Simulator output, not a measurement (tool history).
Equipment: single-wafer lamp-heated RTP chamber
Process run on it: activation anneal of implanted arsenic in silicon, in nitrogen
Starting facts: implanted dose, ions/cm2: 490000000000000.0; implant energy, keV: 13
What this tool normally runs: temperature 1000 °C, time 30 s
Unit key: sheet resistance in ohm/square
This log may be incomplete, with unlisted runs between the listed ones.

run,hour,temperature,time,"read-back reference wafer on the same gauge, sheet resistance",sheet resistance
1,0,1000,30,251,223.71
2,20.9,1000,30,250.94,223.61
3,39.4,1000,30,251,223.96
# hour 92.2: pyrometer window cleaned and pyrometer calibrated
4,112.9,1000,30,251.2,223.42
5,147.1,1000,30,250.94,225.44
6,163.9,1000,30,251.02,223.98
7,186.3,1024,18,250.96,222.81
8,205.5,1023,30,251.06,218.4
9,239.1,1023,30,250.91,220.49
# hour 259.3: reflector plate cleaned
10,259.8,1023,30,250.99,218.39
11,270.3,984,21,251.02,229.21
12,297.9,983,23,250.91,229.76
13,333.5,1000,30,251.07,223.2
# hour 337.2: gauge calibrated
14,361.2,974,36,251.03,227.05
15,378.5,1010,30,250.92,221.11
# hour 396.3: pyrometer window cleaned and pyrometer calibrated
16,398.3,1020,13,251.09,227.18
17,424.4,1000,30,251.08,225.86
18,447.5,980,15,251.16,233.67
19,482.6,1000,30,251.01,225.3
20,509.9,979,21,251.04,231.7
21,523.8,1011,18,251.03,225.68

Hidden state, per run?
true wafer temperature minus pyrometer reading, K: 0 in every run
wafer temperature error from the tarnished reflector plate, K: 0 in every run
gauge reads high (%): 0 in every run
